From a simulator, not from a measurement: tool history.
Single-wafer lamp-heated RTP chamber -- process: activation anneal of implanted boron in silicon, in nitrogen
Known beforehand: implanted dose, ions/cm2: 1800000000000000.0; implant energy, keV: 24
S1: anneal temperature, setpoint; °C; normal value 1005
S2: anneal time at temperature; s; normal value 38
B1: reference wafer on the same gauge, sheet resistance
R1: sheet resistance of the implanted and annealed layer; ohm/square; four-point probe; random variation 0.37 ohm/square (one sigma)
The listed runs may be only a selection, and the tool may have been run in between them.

run	hour	S1	S2	B1	R1
1	0.0	1005	38	84.25	73.20
2	51.5	997	38	84.37	74.89
3	99.2	1005	38	84.29	72.64
4	149.9	1005	38	84.27	72.45
5	189.5	1005	38	84.26	72.54
6	220.9	1005	38	84.19	73.03
# hour 242.2: pyrometer window cleaned and pyrometer calibrated
7	287.7	1005	38	84.23	72.55
8	346.2	1005	22	84.28	74.16
9	407.4	1005	22	84.29	73.80
10	477.3	1005	22	84.36	73.51
11	530.6	1005	25	84.30	73.08
12	578.1	1005	25	84.19	73.47
# hour 604.4: pyrometer window cleaned and pyrometer calibrated
# hour 661.3: gauge calibrated
13	714.7	1005	33	84.26	71.75
14	762.0	1005	33	84.22	72.40
15	832.0	1005	38	84.37	71.64
16	858.3	1005	38	84.34	71.42
17	903.3	993	17	84.42	76.99
# hour 951.4: pyrometer window cleaned and pyrometer calibrated
18	963.8	1005	19	84.26	73.51
# hour 991.8: reflector plate cleaned
19	1020.4	1015	24	84.26	72.26
20	1052.2	993	23	84.26	78.67
21	1102.0	1005	38	84.37	72.69
22	1149.6	977	19	84.29	86.89
23	1191.1	988	20	84.34	81.04
24	1220.2	1032	27	84.39	69.97
# hour 1261.5: pyrometer window cleaned and pyrometer calibrated
25	1279.6	981	25	84.29	82.62
26	1330.4	1005	38	84.23	73.24
27	1394.2	1005	38	84.32	72.52
28	1454.8	1005	38	84.38	73.20
29	1483.4	1005	38	84.30	72.94
30	1517.1	1005	38	84.28	73.17
# hour 1623.9: pyrometer window cleaned and pyrometer calibrated
31	1624.4	994	46	84.32	75.28
32	1660.0	989	21	84.36	78.66

Below, some changes in R1 between adjacent runs. For each, the amount present without the hidden state too (settings, incoming material, random variation) and the amount remaining for the hidden state with gauge scatter not shared by both compared results:
What the log doesn't record here: true wafer temperature minus pyrometer reading, K; wafer temperature error from the tarnished reflector plate, K; gauge reads high (%).
Run 16 -> 17: S1 1005 -> 993, S2 38 -> 17. R1 +5.57 ohm/square: hidden state -1.38, all else +6.95.
Run 17 -> 18: S1 993 -> 1005, S2 17 -> 19, pyrometer window cleaned and pyrometer calibrated. R1 -3.48 ohm/square: hidden state +0.98, all else -4.46.
Run 18 -> 19: S1 1005 -> 1015, S2 19 -> 24, reflector plate cleaned. R1 -1.25 ohm/square: hidden state +2.14, all else -3.39.
Run 21 -> 22: S1 1005 -> 977, S2 38 -> 19. R1 +14.20 ohm/square: hidden state -0.53, all else +14.73.
Run 23 -> 24: S1 988 -> 1032, S2 20 -> 27. R1 -11.07 ohm/square: hidden state +0.40, all else -11.47.
Run 24 -> 25: S1 1032 -> 981, S2 27 -> 25, pyrometer window cleaned and pyrometer calibrated. R1 +12.65 ohm/square: hidden state -0.76, all else +13.41.

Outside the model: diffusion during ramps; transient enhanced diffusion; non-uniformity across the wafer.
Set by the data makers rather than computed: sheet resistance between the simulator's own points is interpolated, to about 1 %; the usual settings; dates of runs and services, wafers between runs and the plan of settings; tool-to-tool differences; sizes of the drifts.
